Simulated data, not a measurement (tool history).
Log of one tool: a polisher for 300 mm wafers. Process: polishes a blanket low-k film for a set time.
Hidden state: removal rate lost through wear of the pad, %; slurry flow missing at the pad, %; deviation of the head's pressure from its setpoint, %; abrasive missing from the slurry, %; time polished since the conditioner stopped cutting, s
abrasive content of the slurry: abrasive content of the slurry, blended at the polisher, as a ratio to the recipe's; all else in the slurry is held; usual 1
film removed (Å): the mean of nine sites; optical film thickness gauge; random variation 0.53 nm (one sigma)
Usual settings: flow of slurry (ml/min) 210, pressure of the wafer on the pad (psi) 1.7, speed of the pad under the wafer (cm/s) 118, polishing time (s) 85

run	hour	flow of slurry (ml/min)	pressure of the wafer on the pad (psi)	speed of the pad under the wafer (cm/s)	abrasive content of the slurry	polishing time (s)	wafers since the last listed run	wafers polished on this pad	hours since the slurry nozzle was cleaned	hours since the head pressure was calibrated	hours since the slurry blender was calibrated	hours since the conditioning disc was replaced	incoming thickness of the incoming film, nm	film removed (Å)
1	0	210	1.7	84	1	85	0	199	142.8	1004.5	116	367.5	358	367
2	19.7	210	1.7	84	1	85	229	429	162.5	1024.2	135.7	387.2	355.9	373
3	55.6	210	1.7	84	1	85	418	847	198.4	1060.1	171.6	423.1	354.5	362
# hour 82.3: slurry blender recalibrated
4	82.8	265	1.7	118	1.15	85	293	1140	225.6	1087.3	0.5	450.3	358.1	515
5	96.9	265	1.7	118	1.15	85	164	1305	239.7	1101.4	14.6	464.4	361.5	517
# hour 101.3: worn pad replaced by a new one
6	132.6	210	1.7	90	0.75	85	369	364	275.4	1137.1	50.3	500.1	362.8	325
7	157.5	210	1.7	90	0.75	85	290	654	300.3	1162	75.2	525	360.9	326
# hour 184.5: head pressure recalibrated
8	192.2	210	1.7	150	1	85	380	1035	335	7.7	109.9	559.7	363.3	537
# hour 214.6: worn pad replaced by a new one
9	249.7	210	1.7	118	1	85	623	409	392.5	65.2	167.4	617.2	360.5	445
# hour 272.8: conditioning disc replaced and pad reconditioned
10	278.8	210	1.7	118	1	85	315	724	421.6	94.3	196.5	6	363.2	441
# hour 289.6: slurry blender recalibrated
11	304.7	210	1.7	118	1	69	278	1003	447.5	120.2	15.1	31.9	355.4	376
# hour 312.7: worn pad replaced by a new one
12	339	210	1.9	84	0.8	85	352	306	481.8	154.5	49.4	66.2	358.3	340
13	352.4	210	1.7	118	1	85	156	462	495.2	167.9	62.8	79.6	359.4	448
14	378.9	210	1.7	118	1	85	308	770	521.7	194.4	89.3	106.1	364.8	454
15	395.1	210	1.7	156	1	85	188	959	537.9	210.6	105.5	122.3	363.5	570
# hour 410.9: worn pad replaced by a new one
# hour 413: slurry nozzle cleaned
16	420	210	1.7	118	1	85	231	94	7	235.5	130.4	147.2	362.9	467
17	433.6	260	1.7	98	1.1	70	158	252	20.6	249.1	144	160.8	362	356
18	450.4	210	1.7	118	1	85	195	448	37.4	265.9	160.8	177.6	357.1	471
19	467.8	160	1.7	118	1.15	61	202	650	54.8	283.3	178.2	195	364.5	340
20	488.9	210	1.7	96	1	85	245	896	75.9	304.4	199.3	216.1	362.2	401
# hour 517.8: worn pad replaced by a new one
21	519.1	245	1.2	90	0.75	85	305	15	106.1	334.6	229.5	246.3	359.8	251

Hidden state at the last listed run before each entry between runs and at the first one after, where it differs:
Between runs 3 and 4: slurry blender recalibrated (hour 82.3)
  deviation of the head's pressure from its setpoint, %: 10.2 -> 10.3
  measured less the result without the state, film removed (Å): +29 -> +41
Between runs 5 and 6: worn pad replaced by a new one (hour 101.3)
  deviation of the head's pressure from its setpoint, %: 10.3 -> 10.4
  measured less the result without the state, film removed (Å): +41 -> +26
Between runs 7 and 8: head pressure recalibrated (hour 184.5)
  deviation of the head's pressure from its setpoint, %: 10.4 -> 3.51
  measured less the result without the state, film removed (Å): +26 -> +16
Between runs 8 and 9: worn pad replaced by a new one (hour 214.6)
  deviation of the head's pressure from its setpoint, %: 3.51 -> 5.15
  measured less the result without the state, film removed (Å): +16 -> +18
Between runs 9 and 10: conditioning disc replaced and pad reconditioned (hour 272.8)
  deviation of the head's pressure from its setpoint, %: 5.15 -> 5.9
  measured less the result without the state, film removed (Å): +18 -> +21
Between runs 10 and 11: slurry blender recalibrated (hour 289.6)
  deviation of the head's pressure from its setpoint, %: 5.9 -> 6.52
  measured less the result without the state, film removed (Å): +21 -> +19
Between runs 11 and 12: worn pad replaced by a new one (hour 312.7)
  deviation of the head's pressure from its setpoint, %: 6.52 -> 7.28
  measured less the result without the state, film removed (Å): +19 -> +20
Between runs 15 and 16: worn pad replaced by a new one (hour 410.9); slurry nozzle cleaned (hour 413)
  deviation of the head's pressure from its setpoint, %: 8.4 -> 8.84
  measured less the result without the state, film removed (Å): +37 -> +32
Between runs 20 and 21: worn pad replaced by a new one (hour 517.8)
  deviation of the head's pressure from its setpoint, %: 9.95 -> 10.4
  measured less the result without the state, film removed (Å): +31 -> +20

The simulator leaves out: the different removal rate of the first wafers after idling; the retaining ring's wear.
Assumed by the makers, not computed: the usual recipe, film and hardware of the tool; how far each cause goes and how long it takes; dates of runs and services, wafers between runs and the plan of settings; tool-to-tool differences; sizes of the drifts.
